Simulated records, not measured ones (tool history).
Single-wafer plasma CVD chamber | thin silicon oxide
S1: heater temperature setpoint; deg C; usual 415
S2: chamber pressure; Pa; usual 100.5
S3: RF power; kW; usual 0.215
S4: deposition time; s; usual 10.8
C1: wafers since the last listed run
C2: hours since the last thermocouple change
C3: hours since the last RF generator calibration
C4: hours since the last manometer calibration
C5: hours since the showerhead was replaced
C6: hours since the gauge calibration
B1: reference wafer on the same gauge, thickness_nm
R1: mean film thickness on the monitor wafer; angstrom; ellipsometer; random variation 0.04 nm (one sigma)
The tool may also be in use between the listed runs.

run	hour	S1	S2	S3	S4	C1	C2	C3	C4	C5	C6	B1	R1
1	0.0	415	100.5	0.215	10.8	0	2485.4	1253.2	821.8	7558.1	225.0	15.406	160.57
2	15.3	411	100.5	0.215	10.8	315	2500.7	1268.5	837.1	7573.4	240.3	15.418	160.45
3	26.8	411	100.5	0.215	10.8	237	2512.2	1280.0	848.6	7584.9	251.8	15.413	160.85
4	44.8	426	100.5	0.215	10.8	371	2530.2	1298.0	866.6	7602.9	269.8	15.394	158.71
5	58.7	415	100.5	0.215	10.8	286	2544.1	1311.9	880.5	7616.8	283.7	15.395	160.46
6	64.8	415	100.5	0.215	10.8	125	2550.2	1318.0	886.6	7622.9	289.8	15.411	160.16
7	75.7	415	100.5	0.215	10.8	224	2561.1	1328.9	897.5	7633.8	300.7	15.405	159.04
8	89.4	415	100.5	0.215	10.8	282	2574.8	1342.6	911.2	7647.5	314.4	15.404	159.97
9	105.0	415	100.5	0.215	10.8	321	2590.4	1358.2	926.8	7663.1	330.0	15.381	159.04
10	115.3	415	100.5	0.215	10.8	212	2600.7	1368.5	937.1	7673.4	340.3	15.406	158.99
11	130.1	415	100.5	0.215	10.8	305	2615.5	1383.3	951.9	7688.2	355.1	15.392	159.19
12	138.0	415	100.5	0.215	10.8	162	2623.4	1391.2	959.8	7696.1	363.0	15.400	158.91
13	152.2	415	100.5	0.225	11.5	292	2637.6	1405.4	974.0	7710.3	377.2	15.408	173.87
14	162.3	415	100.5	0.215	10.8	208	2647.7	1415.5	984.1	7720.4	387.3	15.396	158.36
15	171.7	415	100.5	0.215	10.8	193	2657.1	1424.9	993.5	7729.8	396.7	15.396	158.88
# hour 203.5: capacitance manometer re-zeroed and calibrated
# hour 211.2: showerhead replaced
# hour 214.0: thermocouple changed; heater temperature recalibrated
16	214.5	422	82.9	0.195	10.8	500	0.5	1467.7	11.0	3.3	439.5	15.417	140.22
17	214.8	411	100.5	0.205	11.3	6	0.8	1468.0	11.3	3.6	439.8	15.411	169.34
18	221.7	415	100.5	0.215	10.8	142	7.7	1474.9	18.2	10.5	446.7	15.394	165.51
19	238.0	415	100.5	0.215	10.8	335	24.0	1491.2	34.5	26.8	463.0	15.399	165.69
20	250.3	415	100.5	0.215	10.8	253	36.3	1503.5	46.8	39.1	475.3	15.397	164.43
# hour 262.0: RF generator calibrated
21	262.5	426	93.2	0.185	10.8	86	48.5	0.5	59.0	51.3	487.5	15.395	151.55
22	265.5	415	83.3	0.200	11.7	61	51.5	3.5	62.0	54.3	490.5	15.399	162.19
# hour 266.1: gauge calibrated
23	278.7	428	100.5	0.185	11.9	272	64.7	16.7	75.2	67.5	12.6	15.401	173.11
24	290.7	415	100.5	0.215	10.8	247	76.7	28.7	87.2	79.5	24.6	15.394	171.94
25	301.0	425	117.3	0.255	11.8	212	87.0	39.0	97.5	89.8	34.9	15.400	220.71
26	312.6	415	124.9	0.185	12.0	239	98.6	50.6	109.1	101.4	46.5	15.401	198.28
27	326.4	415	81.9	0.195	10.8	284	112.4	64.4	122.9	115.2	60.3	15.390	145.45
28	332.8	415	112.4	0.215	10.8	131	118.8	70.8	129.3	121.6	66.7	15.390	183.17
29	344.6	415	121.6	0.215	9.8	243	130.6	82.6	141.1	133.4	78.5	15.394	172.68

Measured less the same run without the tool's hidden state. The same run-to-run variation is in both; the gauge's scatter may not be:
The hidden state here: wafer temperature above the value expected at the setpoint (K); delivered RF power above the setpoint (%); true pressure above the setpoint (%); gauge reads high (%).
run	R1
1	-12.80
2	-13.01
3	-13.20
4	-13.27
5	-13.61
6	-13.67
7	-13.72
8	-13.99
9	-14.12
10	-14.26
11	-14.48
12	-14.56
13	-15.82
14	-14.85
15	-15.02
16	-7.06
17	-8.50
18	-8.29
19	-8.50
20	-8.60
21	-0.97
22	-1.10
23	-1.26
24	-1.35
25	-1.83
26	-1.80
27	-1.68
28	-1.98
29	-1.88
